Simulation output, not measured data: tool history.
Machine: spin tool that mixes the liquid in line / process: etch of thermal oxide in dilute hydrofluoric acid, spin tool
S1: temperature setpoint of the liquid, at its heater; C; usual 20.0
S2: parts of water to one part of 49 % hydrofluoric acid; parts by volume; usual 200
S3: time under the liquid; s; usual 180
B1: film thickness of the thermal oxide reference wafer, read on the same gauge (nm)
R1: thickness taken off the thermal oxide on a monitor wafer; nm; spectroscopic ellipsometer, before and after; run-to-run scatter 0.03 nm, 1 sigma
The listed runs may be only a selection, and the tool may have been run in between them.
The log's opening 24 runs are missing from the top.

run    hour    S1   S2   S3      B1     R1
 25  1753.1  18.5  150   70  30.003  1.741
 26  1835.5  20.0  200  180  29.967  3.423
 27  1885.5  20.0  200  180  30.017  3.338
     2041.0  -- hydrofluoric acid flow meter replaced
 28  2069.9  17.0  295   70  30.004  0.732
     2146.4  -- gauge calibrated
 29  2174.6  17.5  280  125  30.020  1.447
 30  2279.4  20.0  285  180  30.009  2.169
 31  2317.7  20.0  200  180  29.995  3.414
 32  2394.3  20.0  200  180  30.025  3.484
 33  2493.5  20.0  200  180  30.015  3.412

4 ways to go on from here, each from the tool as it stands after run 33. What would each give?
  A  2494.0  20.0  160  180   ?   ?
  B  2494.0  24.5  200  180   ?   ?
  C  2494.0  18.5  160   95   ?   ?
  D  2494.0  18.0  200  180   ?   ?

run      B1     R1
  A  29.982  4.493
  B  29.982  4.077
  C  29.982  2.235
  D  29.982  3.193
Had the tool no hidden state, the same runs would have come out as:
run     R1
  A  4.283
  B  3.899
  C  2.129
  D  3.044

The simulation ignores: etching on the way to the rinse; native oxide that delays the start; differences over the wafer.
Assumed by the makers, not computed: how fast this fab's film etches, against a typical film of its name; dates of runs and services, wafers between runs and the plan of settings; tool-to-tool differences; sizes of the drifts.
